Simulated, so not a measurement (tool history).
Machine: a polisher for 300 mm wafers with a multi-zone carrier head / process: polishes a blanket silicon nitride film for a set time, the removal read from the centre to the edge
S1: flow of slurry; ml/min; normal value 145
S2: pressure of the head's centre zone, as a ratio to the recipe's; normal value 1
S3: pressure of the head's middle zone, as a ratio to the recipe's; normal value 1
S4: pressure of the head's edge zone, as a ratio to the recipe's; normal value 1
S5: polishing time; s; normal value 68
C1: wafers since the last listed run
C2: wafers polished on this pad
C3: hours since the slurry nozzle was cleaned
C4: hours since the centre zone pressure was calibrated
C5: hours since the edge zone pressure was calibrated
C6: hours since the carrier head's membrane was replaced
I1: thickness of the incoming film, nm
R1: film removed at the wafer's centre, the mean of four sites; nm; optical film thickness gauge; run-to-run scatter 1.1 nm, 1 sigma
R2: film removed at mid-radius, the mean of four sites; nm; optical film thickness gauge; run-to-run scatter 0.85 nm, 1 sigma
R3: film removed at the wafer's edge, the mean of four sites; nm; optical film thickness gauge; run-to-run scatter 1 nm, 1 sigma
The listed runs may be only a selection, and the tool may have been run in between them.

{"run": 1, "day": 0.0, "S1": 145, "S2": 1, "S3": 1, "S4": 1, "S5": 68, "C1": 0, "C2": 1115, "C3": 712.1, "C4": 1261.9, "C5": 429.4, "C6": 469.8, "I1": 670.3, "R1": 83.6, "R2": 98.2, "R3": 93.9}
{"day": 0.433, "done": "worn pad replaced by a new one"}
{"run": 2, "day": 0.454, "S1": 145, "S2": 1, "S3": 1, "S4": 0.91, "S5": 68, "C1": 100, "C2": 7, "C3": 723, "C4": 1272.8, "C5": 440.3, "C6": 480.7, "I1": 677.6, "R1": 83.2, "R2": 98.8, "R3": 92.8}
{"run": 3, "day": 0.867, "S1": 145, "S2": 1, "S3": 1, "S4": 0.91, "S5": 68, "C1": 144, "C2": 151, "C3": 732.9, "C4": 1282.7, "C5": 450.2, "C6": 490.6, "I1": 688.8, "R1": 83.5, "R2": 98.5, "R3": 91.3}
{"run": 4, "day": 1.454, "S1": 145, "S2": 1.08, "S3": 1, "S4": 1, "S5": 74, "C1": 206, "C2": 358, "C3": 747, "C4": 1296.8, "C5": 464.3, "C6": 504.7, "I1": 671.9, "R1": 97.2, "R2": 105.4, "R3": 100.1}
{"run": 5, "day": 1.925, "S1": 170, "S2": 1, "S3": 1, "S4": 0.91, "S5": 77, "C1": 165, "C2": 523, "C3": 758.3, "C4": 1308.1, "C5": 475.6, "C6": 516, "I1": 671.1, "R1": 96.8, "R2": 113.9, "R3": 101.8}
{"run": 6, "day": 2.179, "S1": 145, "S2": 1, "S3": 1, "S4": 1.12, "S5": 68, "C1": 89, "C2": 612, "C3": 764.4, "C4": 1314.2, "C5": 481.7, "C6": 522.1, "I1": 669.6, "R1": 82.1, "R2": 99.7, "R3": 95.7}
{"run": 7, "day": 2.688, "S1": 170, "S2": 0.94, "S3": 1, "S4": 0.93, "S5": 76, "C1": 178, "C2": 791, "C3": 776.6, "C4": 1326.4, "C5": 493.9, "C6": 534.3, "I1": 678.8, "R1": 88, "R2": 112.8, "R3": 103}
{"run": 8, "day": 3.054, "S1": 145, "S2": 1, "S3": 1, "S4": 1, "S5": 62, "C1": 128, "C2": 919, "C3": 785.4, "C4": 1335.2, "C5": 502.7, "C6": 543.1, "I1": 686.6, "R1": 75.5, "R2": 90, "R3": 85.5}
{"day": 3.604, "done": "centre zone pressure recalibrated"}
{"day": 3.629, "done": "worn pad replaced by a new one"}
{"run": 9, "day": 3.671, "S1": 145, "S2": 1, "S3": 1, "S4": 1, "S5": 68, "C1": 178, "C2": 14, "C3": 800.2, "C4": 1.6, "C5": 517.5, "C6": 557.9, "I1": 683.1, "R1": 94.3, "R2": 98.9, "R3": 95.1}
{"run": 10, "day": 4.358, "S1": 145, "S2": 1, "S3": 1, "S4": 0.95, "S5": 68, "C1": 241, "C2": 256, "C3": 816.7, "C4": 18.1, "C5": 534, "C6": 574.4, "I1": 679.6, "R1": 95.5, "R2": 98.6, "R3": 92.5}
{"run": 11, "day": 5.092, "S1": 145, "S2": 1, "S3": 1, "S4": 1, "S5": 56, "C1": 257, "C2": 513, "C3": 834.3, "C4": 35.7, "C5": 551.6, "C6": 592, "I1": 690.2, "R1": 79, "R2": 81.2, "R3": 76.7}
{"day": 5.383, "done": "carrier head's membrane replaced by a new one"}
{"run": 12, "day": 5.829, "S1": 175, "S2": 1, "S3": 1, "S4": 1, "S5": 81, "C1": 185, "C2": 699, "C3": 852, "C4": 53.4, "C5": 569.3, "C6": 10.7, "I1": 682.3, "R1": 116.5, "R2": 122, "R3": 112.8}
{"run": 13, "day": 6.4, "S1": 115, "S2": 1, "S3": 1, "S4": 1.11, "S5": 68, "C1": 200, "C2": 899, "C3": 865.7, "C4": 67.1, "C5": 583, "C6": 24.4, "I1": 675.5, "R1": 90.6, "R2": 93.9, "R3": 92.2}
{"run": 14, "day": 6.983, "S1": 145, "S2": 1.11, "S3": 1, "S4": 0.96, "S5": 68, "C1": 204, "C2": 1104, "C3": 879.7, "C4": 81.1, "C5": 597, "C6": 38.4, "I1": 681.4, "R1": 107.5, "R2": 97.9, "R3": 91.7}
{"day": 7.383, "done": "worn pad replaced by a new one"}
{"day": 7.554, "done": "edge zone pressure recalibrated"}
{"day": 7.6, "done": "slurry nozzle cleaned"}
{"run": 15, "day": 7.712, "S1": 145, "S2": 1, "S3": 0.95, "S4": 1, "S5": 68, "C1": 153, "C2": 71, "C3": 2.7, "C4": 98.6, "C5": 3.8, "C6": 55.9, "I1": 668.9, "R1": 94, "R2": 96.4, "R3": 94.4}
{"run": 16, "day": 8.346, "S1": 145, "S2": 1, "S3": 1, "S4": 1, "S5": 68, "C1": 222, "C2": 294, "C3": 17.9, "C4": 113.8, "C5": 19, "C6": 71.1, "I1": 682.4, "R1": 94.2, "R2": 98.6, "R3": 92.4}
{"run": 17, "day": 8.979, "S1": 145, "S2": 1, "S3": 1, "S4": 0.96, "S5": 68, "C1": 222, "C2": 516, "C3": 33.1, "C4": 129, "C5": 34.2, "C6": 86.3, "I1": 666.3, "R1": 97, "R2": 97.4, "R3": 91}
{"run": 18, "day": 9.533, "S1": 145, "S2": 1, "S3": 1, "S4": 1, "S5": 68, "C1": 194, "C2": 711, "C3": 46.4, "C4": 142.3, "C5": 47.5, "C6": 99.6, "I1": 686.1, "R1": 96.1, "R2": 98.7, "R3": 91.4}
{"run": 19, "day": 10.138, "S1": 185, "S2": 1.06, "S3": 1, "S4": 1, "S5": 68, "C1": 212, "C2": 923, "C3": 60.9, "C4": 156.8, "C5": 62, "C6": 114.1, "I1": 671.7, "R1": 107, "R2": 100.5, "R3": 97}
{"day": 10.771, "done": "worn pad replaced by a new one"}
{"run": 20, "day": 10.792, "S1": 145, "S2": 1, "S3": 1, "S4": 1, "S5": 68, "C1": 171, "C2": 7, "C3": 76.6, "C4": 172.5, "C5": 77.7, "C6": 129.8, "I1": 691.1, "R1": 93.4, "R2": 99.1, "R3": 94.1}
{"run": 21, "day": 10.992, "S1": 145, "S2": 1, "S3": 1, "S4": 1, "S5": 68, "C1": 70, "C2": 77, "C3": 81.4, "C4": 177.3, "C5": 82.5, "C6": 134.6, "I1": 679.1, "R1": 95.1, "R2": 98.4, "R3": 94.8}
{"run": 22, "day": 11.304, "S1": 145, "S2": 1, "S3": 1, "S4": 0.96, "S5": 68, "C1": 109, "C2": 187, "C3": 88.9, "C4": 184.8, "C5": 90, "C6": 142.1, "I1": 685.5, "R1": 95.7, "R2": 98.2, "R3": 92.5}

4 options for the next run, each taken on its own from the tool as it stands now. Forecast them:
{"run": "A", "day": 11.321, "S1": 145, "S2": 1, "S3": 1, "S4": 1, "S5": 68, "C1": 5, "C2": 192, "C3": 89.3, "C4": 185.2, "C5": 90.4, "C6": 142.5, "I1": 681.4, "R1": "?", "R2": "?", "R3": "?"}
{"run": "B", "day": 11.321, "S1": 100, "S2": 1.08, "S3": 1, "S4": 1, "S5": 68, "C1": 5, "C2": 192, "C3": 89.3, "C4": 185.2, "C5": 90.4, "C6": 142.5, "I1": 681.4, "R1": "?", "R2": "?", "R3": "?"}
{"run": "C", "day": 11.321, "S1": 175, "S2": 1, "S3": 1, "S4": 1, "S5": 68, "C1": 5, "C2": 192, "C3": 89.3, "C4": 185.2, "C5": 90.4, "C6": 142.5, "I1": 681.4, "R1": "?", "R2": "?", "R3": "?"}
{"run": "D", "day": 11.321, "S1": 145, "S2": 1, "S3": 1, "S4": 1, "S5": 50, "C1": 5, "C2": 192, "C3": 89.3, "C4": 185.2, "C5": 90.4, "C6": 142.5, "I1": 681.4, "R1": "?", "R2": "?", "R3": "?"}

run=A R1=95.8 R2=98.9 R3=94.1
run=B R1=97.1 R2=93.5 R3=90.4
run=C R1=98.6 R2=101.4 R3=95.8
run=D R1=70.5 R2=72.7 R3=69.2
The same runs, with their run-to-run variation unchanged, on a tool lacking any hidden condition would have given:
run=A R1=96.6 R2=98.9 R3=94.1
run=B R1=97.8 R2=93.5 R3=90.4
run=C R1=99.4 R2=101.4 R3=95.8
run=D R1=71 R2=72.7 R3=69.2

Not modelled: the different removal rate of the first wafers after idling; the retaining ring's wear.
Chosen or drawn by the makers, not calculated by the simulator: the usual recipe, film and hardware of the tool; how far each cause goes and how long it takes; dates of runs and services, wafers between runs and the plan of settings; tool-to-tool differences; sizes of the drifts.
